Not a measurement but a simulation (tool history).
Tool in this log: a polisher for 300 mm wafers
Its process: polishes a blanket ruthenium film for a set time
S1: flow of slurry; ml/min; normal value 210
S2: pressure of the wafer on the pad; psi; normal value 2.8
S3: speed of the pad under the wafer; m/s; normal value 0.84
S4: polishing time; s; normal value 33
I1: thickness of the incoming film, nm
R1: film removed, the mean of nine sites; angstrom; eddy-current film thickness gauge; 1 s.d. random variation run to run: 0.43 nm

run    hour   S1   S2    S3  S4     I1   R1
  1       0  210  2.8  0.94  33  396.7  408
       46.8  -- head pressure recalibrated
  2    51.4  210  2.8  0.84  33  394.7  359
  3    96.7  210  2.8  0.84  33  396.4  360
  4     173  210  2.8  0.84  33  401.4  356
  5   270.9  210  2.8  0.84  40  400.5  439
      289.4  -- slurry nozzle cleaned
      343.8  -- worn pad replaced by a new one
  6   366.9  210  2.8  0.84  40  403.3  436
  7   433.5  210  2.8  0.84  40    402  435
  8   535.6  210  2.2  0.84  33  401.2  294
        541  -- head pressure recalibrated
  9   593.5  210  2.8  0.84  28  395.7  310
      797.1  -- slurry nozzle cleaned
 10   808.5  210  2.8  0.84  28  408.7  306
      856.7  -- worn pad replaced by a new one
 11   893.4  210  2.4  0.84  33  401.9  318
 12   967.5  210  2.8  0.84  26  397.3  288
     1020.9  -- head pressure recalibrated
 13    1025  210  2.8  0.84  26  398.7  291
 14  1122.1  210  2.8  0.84  33  402.5  366
     1330.1  -- worn pad replaced by a new one
     1337.1  -- slurry nozzle cleaned
 15  1421.8  210  2.8  0.84  33  394.8  357
 16  1501.2  210  2.8  0.84  33  398.3  363
     1544.7  -- head pressure recalibrated
 17  1559.8  210  2.8  0.84  33    398  365
 18  1661.8  210  2.8  0.84  33  397.2  360
 19  1735.3  210  2.8  0.84  33  400.5  365
 20  1779.3  210  2.8  0.84  33  393.7  361
     1845.2  -- worn pad replaced by a new one
 21  1856.4  210  2.8  0.76  33  403.1  322
     1870.4  -- slurry nozzle cleaned
 22  1893.3  160  3.3  1.04  30  402.1  457
 23  1940.2  140  3.6  0.94  25  396.5  366
 24  2028.3  210  2.8  0.74  23  405.1  221
 25  2074.7  210  2.8  0.84  33  399.4  367
     2098.2  -- head pressure recalibrated
 26  2145.6  280  2.5  1.02  42  396.9  516
 27  2207.2  190  2.8  1.04  33  398.6  446
 28  2295.1  210  2.1  0.96  42  399.1  421
 29  2361.9  250  2.2  0.96  25    401  263
     2367.1  -- worn pad replaced by a new one
 30  2411.1  260  3.5  0.58  38  399.1  356
     2443.5  -- slurry nozzle cleaned
 31  2448.6  210  3.4  0.94  33  402.4  478
 32    2527  210  2.2   0.6  45  407.4  288
     2572.4  -- head pressure recalibrated
 33  2572.9  160  2.8  1.08  33  396.8  443

Give the tool's hidden conditions for every run:
removal rate lost through wear of the pad, %: 0 across all the runs
slurry flow missing at the pad, %: 0 across all the runs
deviation of the head's pressure from its setpoint, %: 0 across all the runs
